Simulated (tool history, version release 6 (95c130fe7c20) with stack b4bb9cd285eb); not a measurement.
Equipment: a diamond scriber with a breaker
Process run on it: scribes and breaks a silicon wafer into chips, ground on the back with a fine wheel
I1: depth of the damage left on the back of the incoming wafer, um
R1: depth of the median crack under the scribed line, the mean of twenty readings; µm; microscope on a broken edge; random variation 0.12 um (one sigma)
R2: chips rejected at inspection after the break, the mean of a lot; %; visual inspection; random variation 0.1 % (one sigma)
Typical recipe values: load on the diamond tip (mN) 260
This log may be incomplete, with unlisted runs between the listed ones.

{"run": 1, "hour": 0.0, "load on the diamond tip (mN)": 215, "I1": 1.75, "R1": 9.11, "R2": 6.58}
{"run": 2, "hour": 17.9, "load on the diamond tip (mN)": 222, "I1": 1.55, "R1": 9.18, "R2": 5.52}
{"run": 3, "hour": 34.3, "load on the diamond tip (mN)": 295, "I1": 2.45, "R1": 10.99, "R2": 2.02}
{"run": 4, "hour": 49.1, "load on the diamond tip (mN)": 295, "I1": 1.87, "R1": 10.88, "R2": 1.55}
{"run": 5, "hour": 70.7, "load on the diamond tip (mN)": 260, "I1": 1.6, "R1": 9.86, "R2": 3.02}
{"run": 6, "hour": 86.3, "load on the diamond tip (mN)": 260, "I1": 2.41, "R1": 10.08, "R2": 4.07}
{"run": 7, "hour": 118.9, "load on the diamond tip (mN)": 260, "I1": 1.89, "R1": 9.88, "R2": 3.93}
{"hour": 132.2, "done": "diamond tip replaced by a new one, of another model than before"}
{"run": 8, "hour": 139.8, "load on the diamond tip (mN)": 260, "I1": 1.9, "R1": 11.05, "R2": 1.08}
{"run": 9, "hour": 154.4, "load on the diamond tip (mN)": 260, "I1": 1.79, "R1": 11.18, "R2": 1.13}
{"run": 10, "hour": 173.6, "load on the diamond tip (mN)": 205, "I1": 2.45, "R1": 8.66, "R2": 9.62}
{"run": 11, "hour": 207.1, "load on the diamond tip (mN)": 289, "I1": 1.53, "R1": 12.55, "R2": 2.19}
{"run": 12, "hour": 239.8, "load on the diamond tip (mN)": 283, "I1": 2.97, "R1": 12.61, "R2": 2.58}
{"run": 13, "hour": 262.9, "load on the diamond tip (mN)": 336, "I1": 2.78, "R1": 14.43, "R2": 8}
{"run": 14, "hour": 289.3, "load on the diamond tip (mN)": 260, "I1": 1.81, "R1": 11.32, "R2": 1.12}
{"hour": 302.1, "done": "load on the tip recalibrated"}
{"run": 15, "hour": 325.1, "load on the diamond tip (mN)": 260, "I1": 2.86, "R1": 11.25, "R2": 2.3}
{"run": 16, "hour": 360.3, "load on the diamond tip (mN)": 192, "I1": 1.97, "R1": 7.97, "R2": 13.96}
{"run": 17, "hour": 395.7, "load on the diamond tip (mN)": 237, "I1": 1.63, "R1": 10.35, "R2": 2.42}

4 options for the next run, each taken on its own from the tool as it stands now. Forecast them:
{"run": "A", "hour": 396.2, "load on the diamond tip (mN)": 200, "I1": 1.98, "R1": "?", "R2": "?"}
{"run": "B", "hour": 396.2, "load on the diamond tip (mN)": 318, "I1": 1.98, "R1": "?", "R2": "?"}
{"run": "C", "hour": 396.2, "load on the diamond tip (mN)": 314, "I1": 1.98, "R1": "?", "R2": "?"}
{"run": "D", "hour": 396.2, "load on the diamond tip (mN)": 204, "I1": 1.98, "R1": "?", "R2": "?"}

run=A R1=8.29 R2=12.81
run=B R1=13.4 R2=5.23
run=C R1=13.25 R2=4.75
run=D R1=8.49 R2=11.2
With the hidden condition removed and each run's random variation left untouched, the same runs would have given:
run=A R1=8.4 R2=11.88
run=B R1=13.59 R2=5.82
run=C R1=13.43 R2=5.31
run=D R1=8.6 R2=10.33
